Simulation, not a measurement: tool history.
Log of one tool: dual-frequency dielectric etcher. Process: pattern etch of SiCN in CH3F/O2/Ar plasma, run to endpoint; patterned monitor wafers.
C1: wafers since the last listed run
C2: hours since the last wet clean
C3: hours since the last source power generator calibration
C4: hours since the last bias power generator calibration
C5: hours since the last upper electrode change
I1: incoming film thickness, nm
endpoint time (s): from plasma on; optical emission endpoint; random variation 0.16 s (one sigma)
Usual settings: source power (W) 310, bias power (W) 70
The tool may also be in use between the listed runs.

{"run": 1, "hour": 0.0, "source power (W)": 310, "bias power (W)": 70, "C1": 0, "C2": 0.5, "C3": 1841.3, "C4": 2222.3, "C5": 2727.0, "I1": 7.48, "endpoint time (s)": 20.7}
{"run": 2, "hour": 33.9, "source power (W)": 310, "bias power (W)": 70, "C1": 761, "C2": 34.4, "C3": 1875.2, "C4": 2256.2, "C5": 2760.9, "I1": 7.54, "endpoint time (s)": 20.7}
{"run": 3, "hour": 304.0, "source power (W)": 310, "bias power (W)": 70, "C1": 6064, "C2": 304.5, "C3": 2145.3, "C4": 2526.3, "C5": 3031.0, "I1": 7.54, "endpoint time (s)": 20.6}
{"run": 4, "hour": 375.0, "source power (W)": 260, "bias power (W)": 70, "C1": 1594, "C2": 375.5, "C3": 2216.3, "C4": 2597.3, "C5": 3102.0, "I1": 7.54, "endpoint time (s)": 22.6}
{"run": 5, "hour": 448.7, "source power (W)": 260, "bias power (W)": 70, "C1": 1654, "C2": 449.2, "C3": 2290.0, "C4": 2671.0, "C5": 3175.7, "I1": 7.42, "endpoint time (s)": 22.5}
{"run": 6, "hour": 545.4, "source power (W)": 310, "bias power (W)": 70, "C1": 2171, "C2": 545.9, "C3": 2386.7, "C4": 2767.7, "C5": 3272.4, "I1": 7.52, "endpoint time (s)": 20.5}
{"run": 7, "hour": 585.5, "source power (W)": 310, "bias power (W)": 70, "C1": 900, "C2": 586.0, "C3": 2426.8, "C4": 2807.8, "C5": 3312.5, "I1": 7.5, "endpoint time (s)": 20.6}
{"hour": 673.3, "done": "source power generator calibrated"}
{"hour": 711.6, "done": "wet clean of the chamber"}
{"run": 8, "hour": 712.1, "source power (W)": 310, "bias power (W)": 70, "C1": 2213, "C2": 0.5, "C3": 38.8, "C4": 2934.4, "C5": 3439.1, "I1": 7.45, "endpoint time (s)": 20.5}
{"run": 9, "hour": 737.8, "source power (W)": 310, "bias power (W)": 70, "C1": 576, "C2": 26.2, "C3": 64.5, "C4": 2960.1, "C5": 3464.8, "I1": 7.49, "endpoint time (s)": 20.6}
{"run": 10, "hour": 791.6, "source power (W)": 310, "bias power (W)": 70, "C1": 1207, "C2": 80.0, "C3": 118.3, "C4": 3013.9, "C5": 3518.6, "I1": 7.57, "endpoint time (s)": 20.8}
{"run": 11, "hour": 853.3, "source power (W)": 310, "bias power (W)": 70, "C1": 1385, "C2": 141.7, "C3": 180.0, "C4": 3075.6, "C5": 3580.3, "I1": 7.47, "endpoint time (s)": 20.4}
{"hour": 880.0, "done": "bias power generator calibrated"}
{"run": 12, "hour": 917.7, "source power (W)": 280, "bias power (W)": 54, "C1": 1356, "C2": 206.1, "C3": 244.4, "C4": 37.7, "C5": 3644.7, "I1": 7.57, "endpoint time (s)": 23.6}
{"run": 13, "hour": 991.8, "source power (W)": 350, "bias power (W)": 77, "C1": 1663, "C2": 280.2, "C3": 318.5, "C4": 111.8, "C5": 3718.8, "I1": 7.54, "endpoint time (s)": 19.3}
{"run": 14, "hour": 1075.2, "source power (W)": 280, "bias power (W)": 57, "C1": 1872, "C2": 363.6, "C3": 401.9, "C4": 195.2, "C5": 3802.2, "I1": 7.45, "endpoint time (s)": 23.0}
{"run": 15, "hour": 1154.5, "source power (W)": 260, "bias power (W)": 65, "C1": 1780, "C2": 442.9, "C3": 481.2, "C4": 274.5, "C5": 3881.5, "I1": 7.54, "endpoint time (s)": 23.2}
{"run": 16, "hour": 1208.6, "source power (W)": 310, "bias power (W)": 85, "C1": 1214, "C2": 497.0, "C3": 535.3, "C4": 328.6, "C5": 3935.6, "I1": 7.53, "endpoint time (s)": 19.4}
{"run": 17, "hour": 1278.1, "source power (W)": 240, "bias power (W)": 52, "C1": 1560, "C2": 566.5, "C3": 604.8, "C4": 398.1, "C5": 4005.1, "I1": 7.41, "endpoint time (s)": 25.1}
{"hour": 1348.4, "done": "wet clean of the chamber"}
{"run": 18, "hour": 1348.9, "source power (W)": 330, "bias power (W)": 70, "C1": 1050, "C2": 0.5, "C3": 675.6, "C4": 468.9, "C5": 4075.9, "I1": 7.53, "endpoint time (s)": 20.2}
{"run": 19, "hour": 1411.5, "source power (W)": 250, "bias power (W)": 78, "C1": 1405, "C2": 63.1, "C3": 738.2, "C4": 531.5, "C5": 4138.5, "I1": 7.51, "endpoint time (s)": 22.1}
{"run": 20, "hour": 1474.8, "source power (W)": 360, "bias power (W)": 88, "C1": 1421, "C2": 126.4, "C3": 801.5, "C4": 594.8, "C5": 4201.8, "I1": 7.48, "endpoint time (s)": 18.1}
{"run": 21, "hour": 1570.7, "source power (W)": 350, "bias power (W)": 80, "C1": 2153, "C2": 222.3, "C3": 897.4, "C4": 690.7, "C5": 4297.7, "I1": 7.52, "endpoint time (s)": 19.0}
{"hour": 1628.7, "done": "upper electrode replaced"}
{"run": 22, "hour": 1655.7, "source power (W)": 310, "bias power (W)": 70, "C1": 1369, "C2": 307.3, "C3": 982.4, "C4": 775.7, "C5": 27.0, "I1": 7.46, "endpoint time (s)": 20.4}
{"run": 23, "hour": 1714.3, "source power (W)": 270, "bias power (W)": 56, "C1": 1315, "C2": 365.9, "C3": 1041.0, "C4": 834.3, "C5": 85.6, "I1": 7.46, "endpoint time (s)": 23.6}
{"run": 24, "hour": 1767.7, "source power (W)": 360, "bias power (W)": 84, "C1": 1198, "C2": 419.3, "C3": 1094.4, "C4": 887.7, "C5": 139.0, "I1": 7.49, "endpoint time (s)": 18.1}
{"run": 25, "hour": 1839.4, "source power (W)": 310, "bias power (W)": 55, "C1": 1609, "C2": 491.0, "C3": 1166.1, "C4": 959.4, "C5": 210.7, "I1": 7.53, "endpoint time (s)": 22.5}
{"run": 26, "hour": 1880.0, "source power (W)": 250, "bias power (W)": 86, "C1": 911, "C2": 531.6, "C3": 1206.7, "C4": 1000.0, "C5": 251.3, "I1": 7.57, "endpoint time (s)": 21.7}
{"run": 27, "hour": 1979.8, "source power (W)": 280, "bias power (W)": 87, "C1": 2240, "C2": 631.4, "C3": 1306.5, "C4": 1099.8, "C5": 351.1, "I1": 7.55, "endpoint time (s)": 20.5}

Forecast run 28:
{"hour": 2029.4, "done": "wet clean of the chamber"}
{"run": 28, "hour": 2029.9, "source power (W)": 310, "bias power (W)": 70, "C1": 585, "C2": 0.5, "C3": 1356.6, "C4": 1149.9, "C5": 401.2, "I1": 7.46, "endpoint time (s)": "?"}

endpoint time (s): 20.4
Without the tool's hidden state the same run would have given endpoint time (s) 20.4.

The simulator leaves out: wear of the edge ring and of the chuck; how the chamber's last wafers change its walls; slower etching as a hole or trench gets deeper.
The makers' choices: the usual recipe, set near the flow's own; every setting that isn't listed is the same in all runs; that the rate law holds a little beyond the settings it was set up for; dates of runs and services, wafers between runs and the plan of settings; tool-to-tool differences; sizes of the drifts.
